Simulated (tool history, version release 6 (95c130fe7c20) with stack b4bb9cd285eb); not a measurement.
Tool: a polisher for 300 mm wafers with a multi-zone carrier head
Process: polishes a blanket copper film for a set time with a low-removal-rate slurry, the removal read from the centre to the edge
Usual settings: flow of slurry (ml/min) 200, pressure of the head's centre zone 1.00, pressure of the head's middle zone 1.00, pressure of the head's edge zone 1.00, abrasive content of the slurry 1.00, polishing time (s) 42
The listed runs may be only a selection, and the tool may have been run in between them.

run    day  flow of slurry (ml/min)  pressure of the head's centre zone  pressure of the head's middle zone  pressure of the head's edge zone  abrasive content of the slurry  polishing time (s)  incoming thickness of the incoming film, nm  film removed at the wafer's centre (nm)  film removed at mid-radius (nm)  film removed at the wafer's edge (nm)
  1  0.000                      200                                1.00                                1.00                              1.00                            1.00                  42                                        700.9                                     93.7                            108.0                                  107.3
     0.338  -- worn pad replaced by a new one
  2  0.350                      165                                1.00                                1.00                              1.00                            0.80                  42                                        688.5                                     86.9                            100.0                                  102.3
  3  0.704                      200                                1.00                                1.00                              1.00                            1.00                  42                                        703.2                                     93.5                            105.1                                  107.8
  4  1.400                      200                                1.00                                1.00                              1.00                            1.00                  42                                        693.5                                     92.8                            103.1                                  107.2
  5  2.025                      185                                1.00                                1.00                              1.00                            1.00                  42                                        696.4                                     91.0                            102.0                                  106.2
     2.504  -- worn pad replaced by a new one
  6  2.721                      200                                1.00                                0.96                              1.00                            1.00                  42                                        688.6                                     92.8                            100.6                                  105.6
     3.096  -- carrier head's membrane replaced by a new one
  7  3.450                      200                                1.00                                0.96                              1.00                            1.00                  42                                        690.3                                     90.5                             99.2                                  106.0
  8  3.771                      200                                1.00                                0.96                              1.00                            1.00                  42                                        688.8                                     90.0                            100.8                                  105.2
  9  4.183                      200                                1.00                                0.96                              1.00                            1.00                  42                                        686.3                                     90.5                            100.5                                  106.0
     4.421  -- edge zone pressure recalibrated
 10  4.438                      200                                1.00                                1.04                              1.00                            0.85                  52                                        682.8                                    109.3                            128.4                                  128.9
     4.662  -- worn pad replaced by a new one
 11  4.721                      170                                1.00                                1.00                              1.00                            1.00                  42                                        696.0                                     86.5                            100.5                                  103.6
 12  5.108                      200                                1.10                                1.00                              1.00                            1.25                  42                                        691.4                                    102.1                            106.9                                  108.7
 13  5.829                      155                                1.00                                0.89                              1.00                            1.00                  32                                        684.7                                     63.8                             65.7                                   77.3
     6.096  -- slurry nozzle cleaned
 14  6.500                      200                                1.00                                1.04                              1.00                            1.00                  32                                        685.0                                     74.0                             88.3                                   85.7
     6.838  -- centre zone pressure recalibrated
     7.088  -- worn pad replaced by a new one
 15  8.692                      220                                1.04                                1.00                              1.08                            1.00                  50                                        693.0                                    137.8                            133.6                                  137.9
     9.062  -- worn pad replaced by a new one
 16  9.154                      260                                1.00                                1.00                              0.90                            1.00                  42                                        692.1                                    113.7                            113.4                                  108.4
 17  9.412                      200                                1.00                                1.00                              0.92                            1.00                  42                                        696.7                                    111.0                            111.8                                  106.2

3 ways to go on from here, each from the tool as it stands after run 17. What would each give?
  A  9.429                      200                                1.00                                1.00                              1.00                            1.00                  42                                        681.3                                        ?                                ?                                      ?
  B  9.429                      200                                1.04                                1.03                              1.00                            1.00                  42                                        681.3                                        ?                                ?                                      ?
  C  9.429                      200                                0.92                                1.08                              1.10                            1.25                  42                                        681.3                                        ?                                ?                                      ?

run  film removed at the wafer's centre (nm)  film removed at mid-radius (nm)  film removed at the wafer's edge (nm)
  A                                    109.6                            110.5                                  111.0
  B                                    114.0                            113.3                                  111.0
  C                                    104.2                            122.1                                  120.3
Stripped of hidden state, with their random variation kept, the same runs would have yielded:
run  film removed at the wafer's centre (nm)  film removed at mid-radius (nm)  film removed at the wafer's edge (nm)
  A                                    112.4                            111.5                                  111.8
  B                                    116.9                            114.3                                  111.7
  C                                    106.9                            123.2                                  121.1
